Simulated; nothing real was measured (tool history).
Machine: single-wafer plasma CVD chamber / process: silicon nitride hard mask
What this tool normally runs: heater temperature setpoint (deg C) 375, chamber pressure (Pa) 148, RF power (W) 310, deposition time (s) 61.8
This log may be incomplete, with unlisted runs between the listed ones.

run    hour  heater temperature setpoint (deg C)  chamber pressure (Pa)  RF power (W)  deposition time (s)  read-back reference wafer on the same gauge, thickness_nm  mean film thickness on the monitor wafer (nm)
  1       0                                  375                    148           310                 61.8                                                     56.979                                         65.545
       45.7  -- gauge calibrated
  2    96.7                                  375                    148           310                 61.8                                                     56.964                                         65.495
  3   146.5                                  375                    148           310                 61.8                                                      56.99                                          65.38
  4   212.8                                  375                    148           310                   57                                                     56.898                                         60.598
  5   287.2                                  375                    148           310                 61.8                                                     57.007                                         65.821
  6   343.2                                  375                    148           310                 61.8                                                     56.999                                         65.191
  7   401.3                                  375                    148           310                 61.8                                                     56.959                                          65.84
  8   462.9                                  375                    120           310                 61.8                                                     56.976                                         61.495
  9   518.7                                  375                    120           310                 61.8                                                     57.086                                         61.297
 10   587.5                                  375                    148           310                 61.8                                                     56.984                                         65.523
 11   635.3                                  375                    148           310                 61.8                                                     57.029                                         65.899
      706.3  -- thermocouple changed; heater temperature recalibrated
 12   722.4                                  375                    148           310                 61.8                                                     56.977                                         65.333
 13   786.4                                  375                    148           325                 54.6                                                     56.982                                         60.605
 14   878.1                                  375                    148           310                 61.8                                                      57.01                                         65.767
      918.7  -- capacitance manometer re-zeroed and calibrated
 15   929.8                                  375                    148           310                 52.5                                                      57.06                                          55.67
      991.9  -- RF generator calibrated
 16   996.9                                  388                    120           280                 58.4                                                     57.044                                         52.163
 17  1063.9                                  375                    148           310                 61.8                                                     56.926                                         65.262
 18  1120.2                                  367                    180           310                 69.3                                                     56.909                                         78.145
     1164.3  -- showerhead replaced
 19  1172.6                                  375                    148           310                 69.4                                                     57.047                                         73.531

Run 20 comes next. What will it give?
     1242.1  -- gauge calibrated
 20  1256.1                                  369                    177           310                 61.8                                                          ?                                              ?

Run 20 measured read-back reference wafer on the same gauge, thickness_nm 57.023, mean film thickness on the monitor wafer (nm) 69.195.
With the hidden condition absent and the run-to-run variation left alone, this run would have shown mean film thickness on the monitor wafer (nm) 69.195.
